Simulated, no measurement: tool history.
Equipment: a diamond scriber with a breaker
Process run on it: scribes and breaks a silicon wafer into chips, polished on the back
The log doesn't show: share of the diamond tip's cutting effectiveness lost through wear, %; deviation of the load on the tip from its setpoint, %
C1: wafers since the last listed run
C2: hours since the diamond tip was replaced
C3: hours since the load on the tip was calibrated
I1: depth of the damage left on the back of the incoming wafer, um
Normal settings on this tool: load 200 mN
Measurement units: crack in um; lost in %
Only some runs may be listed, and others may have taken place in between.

Run 1, hour 0.0: usual settings but load 230 mN; C1 0; C2 94.8; C3 1421.3; I1 0.03. Result: crack 14.01 um, lost 1.77 %.
Run 2, hour 11.5: usual settings but load 230 mN; C1 24; C2 106.3; C3 1432.8; I1 0.03. Result: crack 13.76 um, lost 1.86 %.
Run 3, hour 24.6: usual settings but load 230 mN; C1 27; C2 119.4; C3 1445.9; I1 0.01. Result: crack 13.76 um, lost 1.89 %.
Run 4, hour 40.5: usual settings but load 170 mN; C1 33; C2 135.3; C3 1461.8; I1 0.01. Result: crack 10.93 um, lost 9.63 %.
Run 5, hour 55.2: usual settings but load 170 mN; C1 31; C2 150.0; C3 1476.5; I1 0.02. Result: crack 11.15 um, lost 10.87 %.
Run 6, hour 63.1: usual settings but load 170 mN; C1 16; C2 157.9; C3 1484.4; I1 0.04. Result: crack 10.94 um, lost 11.07 %.
Run 7, hour 75.7: usual settings; C1 26; C2 170.5; C3 1497.0; I1 0.01. Result: crack 12.39 um, lost 4.86 %.
Run 8, hour 91.2: usual settings; C1 33; C2 186.0; C3 1512.5; I1 0.02. Result: crack 12.31 um, lost 4.92 %.
Run 9, hour 98.6: usual settings but load 242 mN; C1 15; C2 193.4; C3 1519.9; I1 0.04. Result: crack 13.90 um, lost 1.79 %.
Run 10, hour 107.4: usual settings but load 172 mN; C1 18; C2 202.2; C3 1528.7; I1 0.02. Result: crack 10.85 um, lost 11.77 %.
Run 11, hour 124.9: usual settings but load 172 mN; C1 37; C2 219.7; C3 1546.2; I1 0.03. Result: crack 10.76 um, lost 11.59 %.
Run 12, hour 159.7: usual settings; C1 74; C2 254.5; C3 1581.0; I1 0.02. Result: crack 11.92 um, lost 5.83 %.
Run 13, hour 173.0: usual settings; C1 28; C2 267.8; C3 1594.3; I1 0.02. Result: crack 11.87 um, lost 6.66 %.
Run 14, hour 182.8: usual settings; C1 20; C2 277.6; C3 1604.1; I1 0.05. Result: crack 11.78 um, lost 6.33 %.
Run 15, hour 199.8: usual settings but load 172 mN; C1 36; C2 294.6; C3 1621.1; I1 0.04. Result: crack 10.56 um, lost 13.93 %.
Run 16, hour 206.5: usual settings but load 236 mN; C1 14; C2 301.3; C3 1627.8; I1 0.02. Result: crack 13.21 um, lost 2.57 %.
At hour 209.0: load on the tip recalibrated.
Run 17, hour 222.1: usual settings; C1 28; C2 316.9; C3 13.1; I1 0.05. Result: crack 13.70 um, lost 1.90 %.
Run 18, hour 239.6: usual settings but load 158 mN; C1 37; C2 334.4; C3 30.6; I1 0.04. Result: crack 11.44 um, lost 8.41 %.
Run 19, hour 250.4: usual settings but load 247 mN; C1 23; C2 345.2; C3 41.4; I1 0.01. Result: crack 15.83 um, lost 3.56 %.
Run 20, hour 263.2: usual settings but load 251 mN; C1 27; C2 358.0; C3 54.2; I1 0.05. Result: crack 15.79 um, lost 3.80 %.
Run 21, hour 278.8: usual settings but load 176 mN; C1 33; C2 373.6; C3 69.8; I1 0.04. Result: crack 12.35 um, lost 4.81 %.
At hour 286.2: diamond tip replaced by a new one.
Run 22, hour 286.7: usual settings but load 257 mN; C1 12; C2 0.5; C3 77.7; I1 0.03. Result: crack 16.89 um, lost 6.14 %.
Run 23, hour 292.7: usual settings; C1 12; C2 6.5; C3 83.7; I1 0.02. Result: crack 13.92 um, lost 1.73 %.
Run 24, hour 301.9: usual settings; C1 19; C2 15.7; C3 92.9; I1 0.04. Result: crack 13.98 um, lost 1.82 %.
Run 25, hour 319.6: usual settings but load 148 mN; C1 37; C2 33.4; C3 110.6; I1 0.04. Result: crack 11.31 um, lost 8.68 %.
Run 26, hour 337.2: usual settings but load 232 mN; C1 37; C2 51.0; C3 128.2; I1 0.04. Result: crack 15.64 um, lost 3.33 %.
Run 27, hour 351.5: usual settings; C1 30; C2 65.3; C3 142.5; I1 0.02. Result: crack 14.01 um, lost 1.73 %.
Run 28, hour 364.3: usual settings but load 259 mN; C1 27; C2 78.1; C3 155.3; I1 0.02. Result: crack 16.72 um, lost 6.16 %.
Run 29, hour 376.7: usual settings but load 146 mN; C1 26; C2 90.5; C3 167.7; I1 0.01. Result: crack 11.20 um, lost 9.88 %.

4 ways to go on from here, each from the tool as it stands after run 29. What would each give?
Run A, hour 377.3: usual settings but load 167 mN; C1 1; C2 91.1; C3 168.3; I1 0.04. Result: crack ?, lost ?.
Run B, hour 377.3: usual settings but load 154 mN; C1 1; C2 91.1; C3 168.3; I1 0.04. Result: crack ?, lost ?.
Run C, hour 377.3: usual settings but load 169 mN; C1 1; C2 91.1; C3 168.3; I1 0.04. Result: crack ?, lost ?.
Run D, hour 377.3: usual settings but load 157 mN; C1 1; C2 91.1; C3 168.3; I1 0.04. Result: crack ?, lost ?.

run  crack  lost
  A  12.29  4.78
  B  11.57  7.76
  C  12.39  4.43
  D  11.73  6.96
The same runs, with their run-to-run variation unchanged, on a tool lacking any hidden condition would have given:
run  crack  lost
  A  12.40  4.43
  B  11.67  7.26
  C  12.51  4.10
  D  11.84  6.50

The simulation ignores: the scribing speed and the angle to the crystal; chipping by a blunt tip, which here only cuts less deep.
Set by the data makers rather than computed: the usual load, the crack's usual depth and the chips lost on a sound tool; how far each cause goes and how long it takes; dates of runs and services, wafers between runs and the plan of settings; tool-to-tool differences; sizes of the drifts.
